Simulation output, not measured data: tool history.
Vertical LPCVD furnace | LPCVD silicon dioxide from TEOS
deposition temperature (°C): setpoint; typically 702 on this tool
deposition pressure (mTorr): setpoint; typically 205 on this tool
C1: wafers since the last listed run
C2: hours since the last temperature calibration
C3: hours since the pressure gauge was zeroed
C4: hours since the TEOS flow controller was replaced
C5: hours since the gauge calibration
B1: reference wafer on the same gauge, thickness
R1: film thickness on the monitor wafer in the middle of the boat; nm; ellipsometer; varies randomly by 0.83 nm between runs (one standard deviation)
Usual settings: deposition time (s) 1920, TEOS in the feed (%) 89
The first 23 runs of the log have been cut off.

{"hour": 1744.1, "done": "gauge calibrated"}
{"run": 24, "hour": 1765.6, "deposition temperature (°C)": 702, "deposition pressure (mTorr)": 205, "deposition time (s)": 1920, "TEOS in the feed (%)": 89, "C1": 778, "C2": 100.8, "C3": 391.6, "C4": 302.6, "C5": 21.5, "B1": 246.19, "R1": 225.34}
{"run": 25, "hour": 1846.2, "deposition temperature (°C)": 702, "deposition pressure (mTorr)": 220, "deposition time (s)": 2130, "TEOS in the feed (%)": 97, "C1": 1032, "C2": 181.4, "C3": 472.2, "C4": 383.2, "C5": 102.1, "B1": 246.04, "R1": 270.74}
{"run": 26, "hour": 1911.4, "deposition temperature (°C)": 699, "deposition pressure (mTorr)": 185, "deposition time (s)": 2250, "TEOS in the feed (%)": 89, "C1": 834, "C2": 246.6, "C3": 537.4, "C4": 448.4, "C5": 167.3, "B1": 245.99, "R1": 233.44}
{"run": 27, "hour": 1993.3, "deposition temperature (°C)": 705, "deposition pressure (mTorr)": 205, "deposition time (s)": 1920, "TEOS in the feed (%)": 89, "C1": 1048, "C2": 328.5, "C3": 619.3, "C4": 530.3, "C5": 249.2, "B1": 245.99, "R1": 242.3}
{"run": 28, "hour": 2092.1, "deposition temperature (°C)": 702, "deposition pressure (mTorr)": 205, "deposition time (s)": 1920, "TEOS in the feed (%)": 80, "C1": 1265, "C2": 427.3, "C3": 718.1, "C4": 629.1, "C5": 348, "B1": 245.69, "R1": 213.47}
{"run": 29, "hour": 2168.0, "deposition temperature (°C)": 694, "deposition pressure (mTorr)": 185, "deposition time (s)": 1920, "TEOS in the feed (%)": 89, "C1": 971, "C2": 503.2, "C3": 794, "C4": 705, "C5": 423.9, "B1": 245.68, "R1": 179.35}
{"run": 30, "hour": 2236.8, "deposition temperature (°C)": 702, "deposition pressure (mTorr)": 205, "deposition time (s)": 1920, "TEOS in the feed (%)": 89, "C1": 881, "C2": 572, "C3": 862.8, "C4": 773.8, "C5": 492.7, "B1": 246.35, "R1": 225.92}
{"run": 31, "hour": 2325.2, "deposition temperature (°C)": 712, "deposition pressure (mTorr)": 165, "deposition time (s)": 1500, "TEOS in the feed (%)": 76, "C1": 1132, "C2": 660.4, "C3": 951.2, "C4": 862.2, "C5": 581.1, "B1": 246.12, "R1": 185.84}

Consider 4 possible next runs. They are alternatives, not a sequence: every one starts from the tool as it was left by run 31. What does each give?
{"run": "A", "hour": 2329.3, "deposition temperature (°C)": 702, "deposition pressure (mTorr)": 205, "deposition time (s)": 1920, "TEOS in the feed (%)": 89, "C1": 52, "C2": 664.5, "C3": 955.3, "C4": 866.3, "C5": 585.2, "B1": "?", "R1": "?"}
{"run": "B", "hour": 2329.3, "deposition temperature (°C)": 702, "deposition pressure (mTorr)": 250, "deposition time (s)": 1920, "TEOS in the feed (%)": 89, "C1": 52, "C2": 664.5, "C3": 955.3, "C4": 866.3, "C5": 585.2, "B1": "?", "R1": "?"}
{"run": "C", "hour": 2329.3, "deposition temperature (°C)": 702, "deposition pressure (mTorr)": 245, "deposition time (s)": 1560, "TEOS in the feed (%)": 97, "C1": 52, "C2": 664.5, "C3": 955.3, "C4": 866.3, "C5": 585.2, "B1": "?", "R1": "?"}
{"run": "D", "hour": 2329.3, "deposition temperature (°C)": 702, "deposition pressure (mTorr)": 205, "deposition time (s)": 1440, "TEOS in the feed (%)": 89, "C1": 52, "C2": 664.5, "C3": 955.3, "C4": 866.3, "C5": 585.2, "B1": "?", "R1": "?"}

run=A B1=245.81 R1=228.5
run=B B1=245.81 R1=252.05
run=C B1=245.81 R1=211.67
run=D B1=245.81 R1=171.37
With no hidden state in the tool, these same runs would have given:
run=A R1=224.44
run=B R1=247.86
run=C R1=208.13
run=D R1=168.33

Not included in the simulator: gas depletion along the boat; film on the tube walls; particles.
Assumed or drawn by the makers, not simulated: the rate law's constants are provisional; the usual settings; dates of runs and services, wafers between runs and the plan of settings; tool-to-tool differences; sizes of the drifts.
